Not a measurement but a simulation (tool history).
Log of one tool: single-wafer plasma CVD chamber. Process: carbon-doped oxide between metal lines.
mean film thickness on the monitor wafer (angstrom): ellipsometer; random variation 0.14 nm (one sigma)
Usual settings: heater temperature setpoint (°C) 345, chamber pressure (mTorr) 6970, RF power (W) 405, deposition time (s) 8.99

run    hour  heater temperature setpoint (°C)  chamber pressure (mTorr)  RF power (W)  deposition time (s)  read-back reference wafer on the same gauge, thickness_nm  mean film thickness on the monitor wafer (angstrom)
  1     0.0                               345                      6970           405                 8.99                                                     53.482                                               453.51
  2    51.8                               338                      6970           405                 8.99                                                     53.575                                               460.63
       77.2  -- RF generator calibrated
  3   135.3                               338                      6970           405                 8.99                                                     53.476                                               469.22
      196.6  -- thermocouple changed; heater temperature recalibrated
  4   207.9                               338                      6970           405                 8.99                                                     53.440                                               462.18
  5   286.7                               345                      6970           405                 8.99                                                     53.481                                               454.51
      311.4  -- capacitance manometer re-zeroed and calibrated
  6   347.7                               345                      6970           405                 8.99                                                     53.413                                               451.81
  7   433.1                               345                      6970           405                 8.34                                                     53.553                                               422.19
  8   472.4                               345                      6430           465                 8.99                                                     53.500                                               501.71
  9   527.4                               345                      6080           330                 7.20                                                     53.488                                               305.35
 10   574.4                               338                      6970           405                 8.99                                                     53.437                                               461.87
      584.2  -- gauge calibrated
 11   651.0                               345                      6970           330                 8.99                                                     53.523                                               384.32
 12   688.3                               345                      6970           470                 7.79                                                     53.471                                               442.70
 13   725.8                               345                      8190           405                 8.99                                                     53.502                                               459.59
 14   780.7                               350                      5710           405                 7.74                                                     53.509                                               379.68
 15   839.3                               345                      6970           380                 8.99                                                     53.466                                               432.81
      878.8  -- showerhead replaced
 16   919.3                               345                      6970           485                 8.99                                                     53.519                                               521.31
 17  1022.4                               345                      8370           405                 8.99                                                     53.511                                               458.24
 18  1118.4                               336                      6970           405                 8.99                                                     53.431                                               464.70
 19  1212.5                               359                      5890           405                 8.99                                                     53.541                                               432.90
 20  1281.2                               335                      6970           405                 8.99                                                     53.496                                               467.02
 21  1317.7                               345                      6970           355                 8.02                                                     53.542                                               364.86
 22  1422.2                               345                      6970           440                 7.72                                                     53.433                                               417.57
 23  1493.2                               336                      5800           450                 8.99                                                     53.542                                               503.09
 24  1725.6                               345                      8050           375                 7.67                                                     53.495                                               366.63
 25  1805.1                               358                      6970           350                 8.99                                                     53.496                                               389.90
 26  1844.8                               345                      6970           405                 8.99                                                     53.563                                               452.99
 27  1929.3                               345                      6970           405                 8.34                                                     53.484                                               422.06

What the log doesn't show, run by run:
true pressure above the setpoint (%): 0 in every run
gauge reads high (%): 0 in every run
H1: wafer temperature above the value expected at the setpoint (K)
H2: delivered RF power above the setpoint (%)
run      H1      H2
  1   -6.01   -2.19
  2   -6.03   -2.24
  3   -6.05  -0.203
  4  -0.662  -0.272
  5   -1.14  -0.347
  6   -1.48  -0.405
  7   -1.92  -0.486
  8   -2.12  -0.523
  9   -2.37  -0.575
 10   -2.58   -0.62
 11    -2.9  -0.693
 12   -3.05  -0.728
 13   -3.19  -0.763
 14   -3.39  -0.816
 15   -3.59  -0.871
 16   -3.85  -0.947
 17   -4.15   -1.04
 18    -4.4   -1.14
 19   -4.63   -1.23
 20   -4.78   -1.29
 21   -4.85   -1.32
 22   -5.06   -1.42
 23   -5.18   -1.49
 24   -5.54   -1.71
 25   -5.65   -1.79
 26    -5.7   -1.82
 27   -5.79    -1.9

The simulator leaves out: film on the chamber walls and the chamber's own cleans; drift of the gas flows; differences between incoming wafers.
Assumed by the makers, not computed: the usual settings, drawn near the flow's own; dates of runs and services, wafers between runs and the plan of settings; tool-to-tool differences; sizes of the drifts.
